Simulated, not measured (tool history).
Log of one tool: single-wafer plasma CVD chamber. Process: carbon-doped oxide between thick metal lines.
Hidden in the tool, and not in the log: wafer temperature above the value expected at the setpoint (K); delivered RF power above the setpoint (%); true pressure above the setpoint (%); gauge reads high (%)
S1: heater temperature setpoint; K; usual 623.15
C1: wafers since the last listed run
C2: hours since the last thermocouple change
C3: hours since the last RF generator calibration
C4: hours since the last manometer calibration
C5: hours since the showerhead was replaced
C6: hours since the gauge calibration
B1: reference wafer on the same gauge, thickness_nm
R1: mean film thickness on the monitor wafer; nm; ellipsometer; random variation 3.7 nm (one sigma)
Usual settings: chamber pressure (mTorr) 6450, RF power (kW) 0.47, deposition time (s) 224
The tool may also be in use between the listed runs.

Run 1, hour 0: usual settings; C1 0; C2 313.2; C3 937.5; C4 1699.6; C5 2834; C6 254.4; B1 969.482. Result: R1 1104.357 nm.
Run 2, hour 54.7: usual settings; C1 370; C2 367.9; C3 992.2; C4 1754.3; C5 2888.7; C6 309.1; B1 970.071. Result: R1 1101.408 nm.
Run 3, hour 94: usual settings; C1 266; C2 407.2; C3 1031.5; C4 1793.6; C5 2928; C6 348.4; B1 970.189. Result: R1 1099.731 nm.
Run 4, hour 122.1: usual settings; C1 190; C2 435.3; C3 1059.6; C4 1821.7; C5 2956.1; C6 376.5; B1 970.959. Result: R1 1097.068 nm.
Run 5, hour 146.2: usual settings; C1 163; C2 459.4; C3 1083.7; C4 1845.8; C5 2980.2; C6 400.6; B1 968.861. Result: R1 1096.49 nm.
Run 6, hour 176.1: usual settings; C1 202; C2 489.3; C3 1113.6; C4 1875.7; C5 3010.1; C6 430.5; B1 970.44. Result: R1 1092.263 nm.
Run 7, hour 212: usual settings; C1 243; C2 525.2; C3 1149.5; C4 1911.6; C5 3046; C6 466.4; B1 970.545. Result: R1 1096.351 nm.
Run 8, hour 271.6: usual settings; C1 403; C2 584.8; C3 1209.1; C4 1971.2; C5 3105.6; C6 526; B1 970.684. Result: R1 1099.694 nm.
Run 9, hour 338.7: usual settings; C1 454; C2 651.9; C3 1276.2; C4 2038.3; C5 3172.7; C6 593.1; B1 970.286. Result: R1 1095.074 nm.
Run 10, hour 409.1: usual settings; C1 477; C2 722.3; C3 1346.6; C4 2108.7; C5 3243.1; C6 663.5; B1 969.339. Result: R1 1097.29 nm.
Run 11, hour 471.8: usual settings but RF power (kW) 0.445, deposition time (s) 246; C1 425; C2 785; C3 1409.3; C4 2171.4; C5 3305.8; C6 726.2; B1 971.052. Result: R1 1141.89 nm.
Run 12, hour 540.1: usual settings; C1 462; C2 853.3; C3 1477.6; C4 2239.7; C5 3374.1; C6 794.5; B1 971.748. Result: R1 1090.792 nm.
Run 13, hour 568.4: usual settings; C1 191; C2 881.6; C3 1505.9; C4 2268; C5 3402.4; C6 822.8; B1 969.98. Result: R1 1091.974 nm.
Run 14, hour 618.2: usual settings; C1 337; C2 931.4; C3 1555.7; C4 2317.8; C5 3452.2; C6 872.6; B1 969.602. Result: R1 1083.987 nm.
Run 15, hour 675.8: usual settings but chamber pressure (mTorr) 7660; C1 390; C2 989; C3 1613.3; C4 2375.4; C5 3509.8; C6 930.2; B1 970.319. Result: R1 1103.143 nm.
Run 16, hour 726.1: usual settings but S1 631.15 K, chamber pressure (mTorr) 7440, deposition time (s) 187; C1 340; C2 1039.3; C3 1663.6; C4 2425.7; C5 3560.1; C6 980.5; B1 970.845. Result: R1 898.689 nm.
At hour 788.2: showerhead replaced.
Run 17, hour 797.9: usual settings but chamber pressure (mTorr) 5320, RF power (kW) 0.525, deposition time (s) 240; C1 432; C2 1111.1; C3 1735.4; C4 2497.5; C5 9.7; C6 1052.3; B1 970.267. Result: R1 1214.699 nm.

The next listed run, before its measurement:
At hour 836.7: thermocouple changed; heater temperature recalibrated.
Run 18, hour 857.7: usual settings but deposition time (s) 263; C1 351; C2 21; C3 1795.2; C4 2557.3; C5 69.5; C6 1112.1; B1 ?. Result: R1 ?.

Run 18 gave B1 969.775, R1 1285.853 nm.
Without the tool's hidden state the same run would have given R1 1311.471 nm.

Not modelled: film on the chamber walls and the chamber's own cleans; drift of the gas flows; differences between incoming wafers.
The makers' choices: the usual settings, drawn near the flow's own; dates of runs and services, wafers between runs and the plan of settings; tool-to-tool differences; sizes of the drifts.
